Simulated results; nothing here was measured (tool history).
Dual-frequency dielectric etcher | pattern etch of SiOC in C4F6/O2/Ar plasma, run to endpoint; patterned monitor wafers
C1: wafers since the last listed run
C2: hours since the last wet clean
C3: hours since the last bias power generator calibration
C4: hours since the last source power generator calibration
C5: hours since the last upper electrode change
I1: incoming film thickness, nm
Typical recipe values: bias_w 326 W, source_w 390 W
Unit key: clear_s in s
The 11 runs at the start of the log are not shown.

run 12 hour=802.4 | bias_w=278 source_w=340 | C1=1394 C2=219.8 C3=97.7 C4=711.8 C5=142.8 | I1=45.14 | clear_s=19.4
run 13 hour=868.6 | bias_w=326 source_w=390 | C1=965 C2=286 C3=163.9 C4=778 C5=209 | I1=45.35 | clear_s=17.3
run 14 hour=971.6 | bias_w=326 source_w=390 | C1=1501 C2=389 C3=266.9 C4=881 C5=312 | I1=45.5 | clear_s=17.5
run 15 hour=1069.9 | bias_w=258 source_w=390 | C1=1433 C2=487.3 C3=365.2 C4=979.3 C5=410.3 | I1=44.79 | clear_s=18.3
run 16 hour=1169.3 | bias_w=356 source_w=330 | C1=1449 C2=586.7 C3=464.6 C4=1078.7 C5=509.7 | I1=45.55 | clear_s=18.2
run 17 hour=1233.8 | bias_w=391 source_w=300 | C1=940 C2=651.2 C3=529.1 C4=1143.2 C5=574.2 | I1=45.57 | clear_s=18.5
run 18 hour=1317.7 | bias_w=352 source_w=430 | C1=1223 C2=735.1 C3=613 C4=1227.1 C5=658.1 | I1=45.46 | clear_s=16
-- hour=1356 wet clean of the chamber
run 19 hour=1364.1 | bias_w=326 source_w=390 | C1=326 C2=8.1 C3=659.4 C4=1273.5 C5=704.5 | I1=45.03 | clear_s=17.9
run 20 hour=1412.6 | bias_w=268 source_w=480 | C1=707 C2=56.6 C3=707.9 C4=1322 C5=753 | I1=45.58 | clear_s=17.5
run 21 hour=1459.2 | bias_w=326 source_w=390 | C1=679 C2=103.2 C3=754.5 C4=1368.6 C5=799.6 | I1=45.46 | clear_s=17.9
run 22 hour=1500.7 | bias_w=394 source_w=350 | C1=605 C2=144.7 C3=796 C4=1410.1 C5=841.1 | I1=45.37 | clear_s=17.8
run 23 hour=1566.1 | bias_w=326 source_w=390 | C1=953 C2=210.1 C3=861.4 C4=1475.5 C5=906.5 | I1=45.14 | clear_s=17.7
run 24 hour=1626.2 | bias_w=288 source_w=330 | C1=876 C2=270.2 C3=921.5 C4=1535.6 C5=966.6 | I1=45.29 | clear_s=19.9
run 25 hour=1681.3 | bias_w=326 source_w=390 | C1=803 C2=325.3 C3=976.6 C4=1590.7 C5=1021.7 | I1=45.15 | clear_s=17.7
run 26 hour=1743.6 | bias_w=269 source_w=420 | C1=908 C2=387.6 C3=1038.9 C4=1653 C5=1084 | I1=45.4 | clear_s=18
run 27 hour=1847.5 | bias_w=373 source_w=360 | C1=1515 C2=491.5 C3=1142.8 C4=1756.9 C5=1187.9 | I1=45.7 | clear_s=17.7
run 28 hour=1908.9 | bias_w=326 source_w=390 | C1=895 C2=552.9 C3=1204.2 C4=1818.3 C5=1249.3 | I1=45.55 | clear_s=17.6
-- hour=1977.9 source power generator calibrated
run 29 hour=1997.6 | bias_w=326 source_w=390 | C1=1235 C2=641.6 C3=1292.9 C4=19.7 C5=1338 | I1=45.61 | clear_s=17.2
run 30 hour=2087.2 | bias_w=264 source_w=390 | C1=1306 C2=731.2 C3=1382.5 C4=109.3 C5=1427.6 | I1=45.15 | clear_s=18
-- hour=2196.7 wet clean of the chamber
run 31 hour=2200.9 | bias_w=326 source_w=390 | C1=1308 C2=4.2 C3=1496.2 C4=223 C5=1541.3 | I1=45.4 | clear_s=17.9
run 32 hour=2300 | bias_w=397 source_w=320 | C1=1445 C2=103.3 C3=1595.3 C4=322.1 C5=1640.4 | I1=45.29 | clear_s=18.4
run 33 hour=2367.1 | bias_w=326 source_w=420 | C1=978 C2=170.4 C3=1662.4 C4=389.2 C5=1707.5 | I1=45.6 | clear_s=17.1
run 34 hour=2443.9 | bias_w=269 source_w=390 | C1=1119 C2=247.2 C3=1739.2 C4=466 C5=1784.3 | I1=45.81 | clear_s=18.7

Each row is a separate what-if for the run after 34, all from the same tool condition, not one after another. Results?
run A hour=2444.3 | bias_w=326 source_w=390 | C1=5 C2=247.6 C3=1739.6 C4=466.4 C5=1784.7 | I1=44.98 | clear_s=?
run B hour=2444.3 | bias_w=305 source_w=300 | C1=5 C2=247.6 C3=1739.6 C4=466.4 C5=1784.7 | I1=44.98 | clear_s=?
run C hour=2444.3 | bias_w=298 source_w=390 | C1=5 C2=247.6 C3=1739.6 C4=466.4 C5=1784.7 | I1=44.98 | clear_s=?
run D hour=2444.3 | bias_w=276 source_w=430 | C1=5 C2=247.6 C3=1739.6 C4=466.4 C5=1784.7 | I1=44.98 | clear_s=?
run E hour=2444.3 | bias_w=398 source_w=300 | C1=5 C2=247.6 C3=1739.6 C4=466.4 C5=1784.7 | I1=44.98 | clear_s=?

run=A clear_s=17.4
run=B clear_s=20
run=C clear_s=17.8
run=D clear_s=17.4
run=E clear_s=18.4
What these runs would have given with no unlogged condition in the tool:
run=A clear_s=17.6
run=B clear_s=20.2
run=C clear_s=18
run=D clear_s=17.6
run=E clear_s=18.7
